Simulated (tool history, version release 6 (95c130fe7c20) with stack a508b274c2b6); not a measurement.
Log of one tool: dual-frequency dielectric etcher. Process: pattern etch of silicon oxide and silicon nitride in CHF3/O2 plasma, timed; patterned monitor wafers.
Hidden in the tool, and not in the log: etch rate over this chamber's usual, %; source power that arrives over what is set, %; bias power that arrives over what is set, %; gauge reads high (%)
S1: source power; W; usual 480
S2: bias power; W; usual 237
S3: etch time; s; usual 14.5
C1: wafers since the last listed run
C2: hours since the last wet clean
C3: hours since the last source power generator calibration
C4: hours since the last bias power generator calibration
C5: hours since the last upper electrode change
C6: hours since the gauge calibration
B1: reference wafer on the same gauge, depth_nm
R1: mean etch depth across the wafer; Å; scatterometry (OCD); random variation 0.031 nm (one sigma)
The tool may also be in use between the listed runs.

run	hour	S1	S2	S3	C1	C2	C3	C4	C5	C6	B1	R1
1	0	450	211	14.5	0	236.3	94.2	4856.6	1781.2	604.1	18.2	196.1
2	24.9	450	211	14.5	216	261.2	119.1	4881.5	1806.1	629	18.19	196.6
3	38.2	480	237	14.5	115	274.5	132.4	4894.8	1819.4	642.3	18.19	210
4	71	480	237	14.5	285	307.3	165.2	4927.6	1852.2	675.1	18.19	209.7
5	85.2	480	237	14.5	123	321.5	179.4	4941.8	1866.4	689.3	18.2	210.1
6	113.7	480	237	14.5	247	350	207.9	4970.3	1894.9	717.8	18.2	210.1
7	128.1	480	193	12	125	364.4	222.3	4984.7	1909.3	732.2	18.2	161.1
8	142.7	400	204	13	126	379	236.9	4999.3	1923.9	746.8	18.21	168
9	162.8	600	220	12	174	399.1	257	5019.4	1944	766.9	18.2	182.8
10	188.4	410	263	11	222	424.7	282.6	5045	1969.6	792.5	18.2	158
11	201.9	480	237	14.5	117	438.2	296.1	5058.5	1983.1	806	18.2	211.1
# hour 234.5: wet clean of the chamber
12	235	600	183	16	79	0.5	329.2	5091.6	2016.2	839.1	18.19	223.5
# hour 242.3: gauge calibrated
13	254.1	480	237	14.5	166	19.6	348.3	5110.7	2035.3	11.8	18.21	206.2
# hour 274.1: bias power generator calibrated
14	283.4	480	237	14.5	220	48.9	377.6	9.3	2064.6	41.1	18.2	207.1
15	315.4	560	258	12	278	80.9	409.6	41.3	2096.6	73.1	18.2	186.5
# hour 356.3: upper electrode replaced
16	356.8	480	274	19	151	122.3	451	82.7	0.5	114.5	18.2	286.7
17	373.8	520	290	11.5	147	139.3	468	99.7	17.5	131.5	18.19	182.3
18	399	560	267	10	219	164.5	493.2	124.9	42.7	156.7	18.21	157.4
19	412.1	400	267	12.5	113	177.6	506.3	138	55.8	169.8	18.2	176.3
20	446.3	400	296	16.5	297	211.8	540.5	172.2	90	204	18.2	242.6
21	475.9	600	183	16	257	241.4	570.1	201.8	119.6	233.6	18.2	225.2
22	494.3	480	237	14.5	160	259.8	588.5	220.2	138	252	18.19	208.1
23	522.4	480	237	14.5	244	287.9	616.6	248.3	166.1	280.1	18.2	208.1
24	552.1	410	206	16.5	258	317.6	646.3	278	195.8	309.8	18.2	213.2
25	567.2	480	237	14.5	131	332.7	661.4	293.1	210.9	324.9	18.2	208.5
26	590.3	380	208	17	200	355.8	684.5	316.2	234	348	18.19	215.5
27	605.3	510	191	12.5	130	370.8	699.5	331.2	249	363	18.2	169.6
28	639.5	480	237	14.5	297	405	733.7	365.4	283.2	397.2	18.2	209.2
# hour 684.7: wet clean of the chamber
29	685.2	480	255	14.5	188	0.5	779.4	411.1	328.9	442.9	18.19	211.9
30	692.3	420	271	18	61	7.6	786.5	418.2	336	450	18.19	258.1

4 ways to go on from here, each from the tool as it stands after run 30. What would each give?
A	692.7	430	237	14.5	3	8	786.9	418.6	336.4	450.4	?	?
B	692.7	560	260	10	3	8	786.9	418.6	336.4	450.4	?	?
C	692.7	400	237	14.5	3	8	786.9	418.6	336.4	450.4	?	?
D	692.7	480	237	18.5	3	8	786.9	418.6	336.4	450.4	?	?

run	B1	R1
A	18.2	198.9
B	18.2	155.4
C	18.2	194.2
D	18.2	263.3
Without the tool's hidden state the same runs would have given:
run	R1
A	199.9
B	156.1
C	195.2
D	264.6
